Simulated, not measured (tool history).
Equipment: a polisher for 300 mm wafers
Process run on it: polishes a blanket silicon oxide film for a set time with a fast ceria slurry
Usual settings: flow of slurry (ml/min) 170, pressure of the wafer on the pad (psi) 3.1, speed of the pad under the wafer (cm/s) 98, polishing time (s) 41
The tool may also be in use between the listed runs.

run	hour	flow of slurry (ml/min)	pressure of the wafer on the pad (psi)	speed of the pad under the wafer (cm/s)	polishing time (s)	wafers since the last listed run	wafers polished on this pad	hours since the slurry nozzle was cleaned	hours since the head pressure was calibrated	incoming thickness of the incoming film, nm	film removed (angstrom)
1	0	170	3.1	98	41	0	712	739.8	676.9	1993.4	8245
2	6	170	3.1	116	41	61	773	745.8	682.9	2006.5	8826
3	14	170	3.1	116	41	82	855	753.8	690.9	2003.8	8824
4	25	170	3.1	98	41	112	968	764.8	701.9	1982.4	7688
5	38.7	170	3.1	98	41	140	1109	778.5	715.6	1982.8	7555
# hour 54.1: worn pad replaced by a new one
6	54.6	170	3.1	98	41	122	5	794.4	731.5	1988.2	8396
7	58.9	170	3.1	98	41	44	49	798.7	735.8	2012.5	8336
8	71	170	3.1	98	41	124	173	810.8	747.9	2025.3	8421
9	79.8	170	3.1	98	41	90	263	819.6	756.7	2013.4	8195
10	92.5	190	3.1	98	41	130	394	832.3	769.4	2054.4	8318
11	109.1	150	3.1	98	41	170	564	848.9	786	2008.7	7816
12	117.4	150	3.1	98	41	85	649	857.2	794.3	2028.7	8031
# hour 146.4: slurry nozzle cleaned
# hour 149.3: worn pad replaced by a new one
13	160.1	150	3.1	98	41	397	110	13.7	837	2025.6	8438
14	177.3	170	3.1	98	41	176	287	30.9	854.2	2005.3	8758
15	187.9	170	3.1	98	41	108	395	41.5	864.8	2024.1	8334
16	201.9	170	3.1	98	41	143	539	55.5	878.8	2008.7	8358
17	213.2	135	2.3	108	37	116	655	66.8	890.1	2024.5	6308
18	220.4	200	3.1	98	51	73	729	74	897.3	2037.9	10337
19	234.9	170	3.1	98	41	148	878	88.5	911.8	2016.6	7880
20	247.3	115	3.6	98	27	127	1005	100.9	924.2	2001	5236
21	253.5	170	3.1	130	51	63	1069	107.1	930.4	2007.9	11658
# hour 257.7: worn pad replaced by a new one
22	270.9	170	3.1	98	31	137	135	124.5	947.8	2056.9	6255
23	278.7	130	2.1	98	52	80	216	132.3	955.6	2053.8	8062
24	296.1	170	2.8	126	45	178	394	149.7	973	2039.2	10366
25	311.5	170	3.1	98	33	158	552	165.1	988.4	2044.2	6818
# hour 313.7: head pressure recalibrated
26	325.5	130	3.1	98	48	123	675	179.1	11.8	1996	8970
27	333.4	120	3.1	98	48	81	757	187	19.7	2043.1	8654
28	342.9	170	2.5	98	46	97	854	196.5	29.2	1987.3	7699
29	356.5	150	3.4	66	41	139	994	210.1	42.8	2010.8	5959
# hour 363.7: worn pad replaced by a new one
30	368.6	170	3.1	98	41	83	50	222.2	54.9	2024.7	8655
31	382.4	170	3.1	98	41	141	191	236	68.7	2001.8	8576
32	391.5	170	3.1	98	41	93	285	245.1	77.8	2016.7	8592
33	402.4	170	3.1	120	36	111	397	256	88.7	2019.3	8524
34	413.1	120	2.4	98	35	109	507	266.7	99.4	2032.2	5738
35	456.5	145	3.9	130	49	445	952	310.1	142.8	2019.4	13214
36	465.5	130	3.1	114	41	92	1045	319.1	151.8	2024.9	8097

Here are 5 independent what-if runs from the current tool condition. What would each one return?
A	465.9	170	2.7	98	41	4	1049	319.5	152.2	2022.7	?
B	465.9	170	2.5	98	41	4	1049	319.5	152.2	2022.7	?
C	465.9	185	3.1	98	52	4	1049	319.5	152.2	2022.7	?
D	465.9	170	2.7	68	41	4	1049	319.5	152.2	2022.7	?
E	465.9	170	3.1	74	41	4	1049	319.5	152.2	2022.7	?

run	film removed (angstrom)
A	6951
B	6630
C	9747
D	5403
E	6240
The same runs, with their run-to-run variation unchanged, on a tool lacking any hidden condition would have given:
run	film removed (angstrom)
A	7824
B	7462
C	10970
D	6081
E	7024

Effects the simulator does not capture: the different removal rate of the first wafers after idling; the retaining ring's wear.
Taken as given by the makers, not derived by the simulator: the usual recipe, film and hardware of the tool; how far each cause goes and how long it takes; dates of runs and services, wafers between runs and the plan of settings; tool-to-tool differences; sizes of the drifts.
